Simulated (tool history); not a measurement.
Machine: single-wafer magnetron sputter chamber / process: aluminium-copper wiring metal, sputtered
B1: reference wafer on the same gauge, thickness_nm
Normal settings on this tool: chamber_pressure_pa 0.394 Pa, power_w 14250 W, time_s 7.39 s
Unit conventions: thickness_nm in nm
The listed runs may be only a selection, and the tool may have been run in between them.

run 1 hour=0 | chamber_pressure_pa=0.394 power_w=16200 time_s=7.39 | B1=204.801 | thickness_nm=230.587
-- hour=24.7 sputter target and shields replaced
run 2 hour=62.8 | chamber_pressure_pa=0.394 power_w=14250 time_s=7.39 | B1=204.996 | thickness_nm=202.743
run 3 hour=117.3 | chamber_pressure_pa=0.394 power_w=14250 time_s=7.39 | B1=204.78 | thickness_nm=202.97
run 4 hour=184.7 | chamber_pressure_pa=0.394 power_w=14250 time_s=7.39 | B1=205.102 | thickness_nm=202.803
run 5 hour=237.5 | chamber_pressure_pa=0.394 power_w=14250 time_s=7.39 | B1=205.05 | thickness_nm=203.854
-- hour=259 sputter target and shields replaced
run 6 hour=282.5 | chamber_pressure_pa=0.394 power_w=14250 time_s=7.39 | B1=205.326 | thickness_nm=203.862
run 7 hour=316.2 | chamber_pressure_pa=0.394 power_w=14250 time_s=7.39 | B1=205.306 | thickness_nm=201.822
run 8 hour=364 | chamber_pressure_pa=0.394 power_w=14250 time_s=7.39 | B1=204.931 | thickness_nm=202.189
run 9 hour=416.4 | chamber_pressure_pa=0.483 power_w=15600 time_s=7.39 | B1=204.983 | thickness_nm=216.075
run 10 hour=476.8 | chamber_pressure_pa=0.483 power_w=15600 time_s=7.39 | B1=204.98 | thickness_nm=214.58
-- hour=495.1 sputter target and shields replaced
run 11 hour=506.5 | chamber_pressure_pa=0.434 power_w=15150 time_s=8.17 | B1=205.021 | thickness_nm=235.043
run 12 hour=560.5 | chamber_pressure_pa=0.394 power_w=14250 time_s=7.39 | B1=204.949 | thickness_nm=202.006
-- hour=619.8 capacitance manometer re-zeroed and calibrated
run 13 hour=630.8 | chamber_pressure_pa=0.394 power_w=14250 time_s=7.39 | B1=205.006 | thickness_nm=202.894
-- hour=655.1 gauge calibrated
-- hour=686.3 sputter target and shields replaced
run 14 hour=695.6 | chamber_pressure_pa=0.305 power_w=15700 time_s=6.55 | B1=204.854 | thickness_nm=205.399
-- hour=740 magnet pack replaced
run 15 hour=777.9 | chamber_pressure_pa=0.394 power_w=13200 time_s=7.39 | B1=205.134 | thickness_nm=187.792
-- hour=881.5 sputter target and shields replaced
run 16 hour=907.6 | chamber_pressure_pa=0.349 power_w=14250 time_s=7.39 | B1=204.934 | thickness_nm=206.938
run 17 hour=951.9 | chamber_pressure_pa=0.495 power_w=11650 time_s=7.89 | B1=205.256 | thickness_nm=171.313
run 18 hour=976.4 | chamber_pressure_pa=0.53 power_w=17250 time_s=6.64 | B1=205.035 | thickness_nm=209.67
run 19 hour=1045.8 | chamber_pressure_pa=0.394 power_w=14250 time_s=8.08 | B1=205.158 | thickness_nm=222.108
run 20 hour=1073.3 | chamber_pressure_pa=0.394 power_w=11000 time_s=5.97 | B1=205.066 | thickness_nm=126.025
run 21 hour=1099 | chamber_pressure_pa=0.302 power_w=14250 time_s=7.39 | B1=204.879 | thickness_nm=211.205

What if the next run were any one of these 5? Each begins from the tool's condition after run 21:
run A hour=1099.4 | chamber_pressure_pa=0.394 power_w=17250 time_s=7.39 | B1=? | thickness_nm=?
run B hour=1099.4 | chamber_pressure_pa=0.472 power_w=10950 time_s=7.78 | B1=? | thickness_nm=?
run C hour=1099.4 | chamber_pressure_pa=0.268 power_w=14250 time_s=7.39 | B1=? | thickness_nm=?
run D hour=1099.4 | chamber_pressure_pa=0.394 power_w=15800 time_s=8.51 | B1=? | thickness_nm=?
run E hour=1099.4 | chamber_pressure_pa=0.312 power_w=16000 time_s=8.69 | B1=? | thickness_nm=?

run=A B1=205.23 thickness_nm=247.294
run=B B1=205.23 thickness_nm=160.838
run=C B1=205.23 thickness_nm=213.57
run=D B1=205.23 thickness_nm=260.836
run=E B1=205.23 thickness_nm=277.616
Had the tool no hidden state, the same runs would have come out as:
run=A thickness_nm=247.294
run=B thickness_nm=160.838
run=C thickness_nm=213.57
run=D thickness_nm=260.836
run=E thickness_nm=277.616
